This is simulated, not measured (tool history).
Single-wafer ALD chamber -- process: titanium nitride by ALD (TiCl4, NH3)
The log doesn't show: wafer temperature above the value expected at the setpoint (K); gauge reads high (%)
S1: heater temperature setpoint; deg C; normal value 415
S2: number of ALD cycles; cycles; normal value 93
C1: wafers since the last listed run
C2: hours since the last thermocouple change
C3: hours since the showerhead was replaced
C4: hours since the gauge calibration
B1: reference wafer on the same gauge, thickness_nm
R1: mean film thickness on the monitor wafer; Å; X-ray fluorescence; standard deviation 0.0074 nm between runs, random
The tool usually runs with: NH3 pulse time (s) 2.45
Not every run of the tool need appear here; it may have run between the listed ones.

Run 1, hour 0: usual settings; C1 0; C2 1772; C3 4897.5; C4 549.5; B1 2.271. Result: R1 21.42 Å.
Run 2, hour 15.4: usual settings; C1 54; C2 1787.4; C3 4912.9; C4 564.9; B1 2.271. Result: R1 21.46 Å.
Run 3, hour 41.6: usual settings; C1 91; C2 1813.6; C3 4939.1; C4 591.1; B1 2.268. Result: R1 21.46 Å.
Run 4, hour 65.7: usual settings but NH3 pulse time (s) 2.19; C1 84; C2 1837.7; C3 4963.2; C4 615.2; B1 2.269. Result: R1 21.35 Å.
Run 5, hour 99: usual settings but S2 80 cycles; C1 116; C2 1871; C3 4996.5; C4 648.5; B1 2.273. Result: R1 18.4 Å.
Run 6, hour 134.4: usual settings; C1 124; C2 1906.4; C3 5031.9; C4 683.9; B1 2.269. Result: R1 21.48 Å.
Run 7, hour 161: usual settings; C1 93; C2 1933; C3 5058.5; C4 710.5; B1 2.269. Result: R1 21.52 Å.
Run 8, hour 186.6: usual settings; C1 89; C2 1958.6; C3 5084.1; C4 736.1; B1 2.269. Result: R1 21.34 Å.
Run 9, hour 214.3: usual settings but S2 103 cycles, NH3 pulse time (s) 1.97; C1 97; C2 1986.3; C3 5111.8; C4 763.8; B1 2.27. Result: R1 23.55 Å.
Run 10, hour 238: usual settings but S2 103 cycles, NH3 pulse time (s) 1.97; C1 83; C2 2010; C3 5135.5; C4 787.5; B1 2.271. Result: R1 23.43 Å.
At hour 252.9: gauge calibrated.
Run 11, hour 260.6: usual settings but S2 103 cycles, NH3 pulse time (s) 1.97; C1 79; C2 2032.6; C3 5158.1; C4 7.7; B1 2.268. Result: R1 23.48 Å.
Run 12, hour 277.4: usual settings but S1 424 deg C; C1 58; C2 2049.4; C3 5174.9; C4 24.5; B1 2.272. Result: R1 21.37 Å.
Run 13, hour 304.8: usual settings but S1 400 deg C, S2 99 cycles, NH3 pulse time (s) 2.7; C1 96; C2 2076.8; C3 5202.3; C4 51.9; B1 2.27. Result: R1 23.04 Å.
Run 14, hour 337.3: usual settings; C1 113; C2 2109.3; C3 5234.8; C4 84.4; B1 2.269. Result: R1 21.35 Å.
Run 15, hour 371.5: usual settings but S1 429 deg C, S2 111 cycles, NH3 pulse time (s) 2.75; C1 119; C2 2143.5; C3 5269; C4 118.6; B1 2.271. Result: R1 25.81 Å.
Run 16, hour 385.2: usual settings but S1 402 deg C, S2 88 cycles, NH3 pulse time (s) 1.94; C1 48; C2 2157.2; C3 5282.7; C4 132.3; B1 2.271. Result: R1 20.01 Å.
Run 17, hour 412.4: usual settings but S2 107 cycles; C1 95; C2 2184.4; C3 5309.9; C4 159.5; B1 2.272. Result: R1 24.82 Å.
Run 18, hour 430.5: usual settings but S1 401 deg C, S2 84 cycles, NH3 pulse time (s) 1.69; C1 63; C2 2202.5; C3 5328; C4 177.6; B1 2.27. Result: R1 18.87 Å.
Run 19, hour 451.3: usual settings but S1 401 deg C, S2 85 cycles, NH3 pulse time (s) 3.22; C1 72; C2 2223.3; C3 5348.8; C4 198.4; B1 2.27. Result: R1 19.79 Å.
Run 20, hour 476.8: usual settings but NH3 pulse time (s) 2.19; C1 89; C2 2248.8; C3 5374.3; C4 223.9; B1 2.269. Result: R1 21.26 Å.
At hour 578.5: thermocouple changed; heater temperature recalibrated.
Run 21, hour 584.6: usual settings but S1 428 deg C, S2 78 cycles; C1 350; C2 6.1; C3 5482.1; C4 331.7; B1 2.27. Result: R1 17.98 Å.

Run 22 is up next; what results do you expect?
At hour 603.2: showerhead replaced.
Run 22, hour 607.8: usual settings but NH3 pulse time (s) 2.13; C1 53; C2 29.3; C3 4.6; C4 354.9; B1 ?. Result: R1 ?.

Run 22 came out at B1 2.269, R1 21.31 Å.
Minus the tool's unlogged condition, the same run would have read R1 21.31 Å.

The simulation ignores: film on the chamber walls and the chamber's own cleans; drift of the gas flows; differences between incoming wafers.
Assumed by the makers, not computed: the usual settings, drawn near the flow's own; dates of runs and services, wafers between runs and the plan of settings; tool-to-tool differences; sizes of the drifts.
